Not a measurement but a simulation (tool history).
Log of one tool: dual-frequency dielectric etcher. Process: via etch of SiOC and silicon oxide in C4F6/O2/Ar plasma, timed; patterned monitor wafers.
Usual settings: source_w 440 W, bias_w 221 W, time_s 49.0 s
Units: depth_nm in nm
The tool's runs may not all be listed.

run	day	source_w	bias_w	time_s	read-back reference wafer on the same gauge, depth_nm	depth_nm
1	0.000	440	180	49.0	58.4	62.0
2	2.221	440	221	49.0	58.4	67.0
# day 4.721: wet clean of the chamber
3	6.529	440	221	43.5	58.3	57.6
4	9.858	440	221	43.5	58.4	57.6
5	14.275	440	221	43.5	58.5	58.7
6	16.483	440	221	49.0	58.4	66.7
7	19.462	440	221	49.0	58.5	65.4
# day 20.988: wet clean of the chamber
8	22.492	490	221	49.0	58.4	72.2
# day 25.788: bias power generator calibrated
9	25.825	490	221	49.0	58.4	72.8
# day 27.275: source power generator calibrated
10	27.633	440	221	49.0	58.3	68.9
# day 29.625: wet clean of the chamber, repeated, since the last time left the tool worse
11	30.725	440	221	49.0	58.4	63.5
12	32.471	440	221	49.0	58.4	64.5

The next listed run, before its measurement:
# day 35.417: upper electrode replaced
13	35.871	440	221	56.0	?	?

Run 13 gave read-back reference wafer on the same gauge, depth_nm 58.4, depth_nm 75.0 nm.
Without the tool's hidden state the same run would have given depth_nm 74.4 nm.
